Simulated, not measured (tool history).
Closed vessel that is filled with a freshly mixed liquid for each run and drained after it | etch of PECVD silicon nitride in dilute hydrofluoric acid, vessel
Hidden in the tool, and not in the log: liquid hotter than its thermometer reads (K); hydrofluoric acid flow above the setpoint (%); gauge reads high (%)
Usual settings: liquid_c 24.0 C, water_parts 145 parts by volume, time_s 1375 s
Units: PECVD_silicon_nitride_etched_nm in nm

| run | day | liquid_c | water_parts | time_s | wafers since the last listed run | hours since the thermometer was replaced | hours since the hydrofluoric acid flow meter was replaced | hours since the gauge calibration | read-back film thickness of the PECVD silicon nitride reference wafer, read on the same gauge (nm) | PECVD_silicon_nitride_etched_nm |
|---|---|---|---|---|---|---|---|---|---|---|
| 1 | 0.000 | 24.0 | 145 | 1375 | 0 | 2079.9 | 462.8 | 86.2 | 29.97 | 21.14 |
| 2 | 1.117 | 24.0 | 145 | 1375 | 1209 | 2106.7 | 489.6 | 113.0 | 29.99 | 20.88 |
| 3 | 2.208 | 21.0 | 145 | 1375 | 1182 | 2132.9 | 515.8 | 139.2 | 30.04 | 17.30 |
| 4 | 3.375 | 24.0 | 145 | 1125 | 1264 | 2160.9 | 543.8 | 167.2 | 30.01 | 17.17 |
| 5 | 5.412 | 24.0 | 145 | 1125 | 2207 | 2209.8 | 592.7 | 216.1 | 29.98 | 17.06 |
| 6 | 7.946 | 24.0 | 145 | 1375 | 2744 | 2270.6 | 653.5 | 276.9 | 29.97 | 20.98 |
|  | 8.583 | hydrofluoric acid flow meter replaced |
| 7 | 8.950 | 24.0 | 145 | 1375 | 1042 | 2294.7 | 8.8 | 301.0 | 29.99 | 20.99 |
| 8 | 11.325 | 24.0 | 145 | 1375 | 2573 | 2351.7 | 65.8 | 358.0 | 30.03 | 21.02 |
| 9 | 13.275 | 24.0 | 145 | 1375 | 2112 | 2398.5 | 112.6 | 404.8 | 29.98 | 21.06 |
| 10 | 15.375 | 24.0 | 145 | 1375 | 2275 | 2448.9 | 163.0 | 455.2 | 29.98 | 20.93 |
| 11 | 17.912 | 24.0 | 145 | 1375 | 2749 | 2509.8 | 223.9 | 516.1 | 30.03 | 20.96 |
| 12 | 19.958 | 25.0 | 145 | 1375 | 2216 | 2558.9 | 273.0 | 565.2 | 29.95 | 22.38 |
| 13 | 21.367 | 25.0 | 145 | 1375 | 1525 | 2592.7 | 306.8 | 599.0 | 29.99 | 22.44 |
| 14 | 23.300 | 28.5 | 210 | 780 | 2094 | 2639.1 | 353.2 | 645.4 | 30.01 | 10.89 |
|  | 23.854 | gauge calibrated |
| 15 | 26.158 | 24.0 | 145 | 1825 | 3097 | 2707.7 | 421.8 | 55.3 | 30.03 | 27.83 |
| 16 | 27.546 | 21.0 | 95 | 1375 | 1503 | 2741.0 | 455.1 | 88.6 | 30.00 | 26.06 |
|  | 27.833 | thermometer replaced |
| 17 | 28.971 | 24.0 | 145 | 1375 | 1498 | 27.3 | 489.3 | 122.8 | 30.02 | 21.09 |
| 18 | 30.054 | 25.5 | 175 | 1375 | 1173 | 53.3 | 515.3 | 148.8 | 30.04 | 19.21 |
| 19 | 32.050 | 24.0 | 145 | 1375 | 2162 | 101.2 | 563.2 | 196.7 | 29.97 | 21.02 |
| 20 | 34.408 | 24.0 | 145 | 1375 | 2555 | 157.8 | 619.8 | 253.3 | 30.02 | 20.87 |
|  | 35.633 | hydrofluoric acid flow meter replaced |
| 21 | 39.450 | 27.0 | 165 | 1995 | 5417 | 278.8 | 91.6 | 374.3 | 30.01 | 32.45 |
| 22 | 40.650 | 20.5 | 90 | 2070 | 1300 | 307.6 | 120.4 | 403.1 | 30.05 | 40.12 |
| 23 | 41.796 | 24.0 | 145 | 2035 | 1241 | 335.1 | 147.9 | 430.6 | 29.95 | 31.05 |
| 24 | 43.508 | 22.0 | 95 | 725 | 1855 | 376.2 | 189.0 | 471.7 | 30.04 | 14.75 |
| 25 | 44.554 | 24.0 | 95 | 1995 | 1133 | 401.3 | 214.1 | 496.8 | 30.01 | 46.00 |
| 26 | 47.083 | 27.0 | 145 | 1375 | 2740 | 462.0 | 274.8 | 557.5 | 30.00 | 25.60 |
| 27 | 48.596 | 24.0 | 145 | 1375 | 1638 | 498.3 | 311.1 | 593.8 | 30.00 | 20.83 |

Forecast each of these 4 alternatives for the next run:
| A | 48.638 | 24.0 | 145 | 1375 | 45 | 499.3 | 312.1 | 594.8 | ? | ? |
| B | 48.638 | 24.0 | 145 | 1765 | 45 | 499.3 | 312.1 | 594.8 | ? | ? |
| C | 48.638 | 21.0 | 90 | 1375 | 45 | 499.3 | 312.1 | 594.8 | ? | ? |
| D | 48.638 | 26.0 | 175 | 1375 | 45 | 499.3 | 312.1 | 594.8 | ? | ? |

| run | read-back film thickness of the PECVD silicon nitride reference wafer, read on the same gauge (nm) | PECVD_silicon_nitride_etched_nm |
|---|---|---|
| A | 29.99 | 20.86 |
| B | 29.99 | 26.78 |
| C | 29.99 | 27.33 |
| D | 29.99 | 19.66 |
Without the tool's hidden state the same runs would have given:
| run | PECVD_silicon_nitride_etched_nm |
|---|---|
| A | 20.86 |
| B | 26.78 |
| C | 27.33 |
| D | 19.66 |
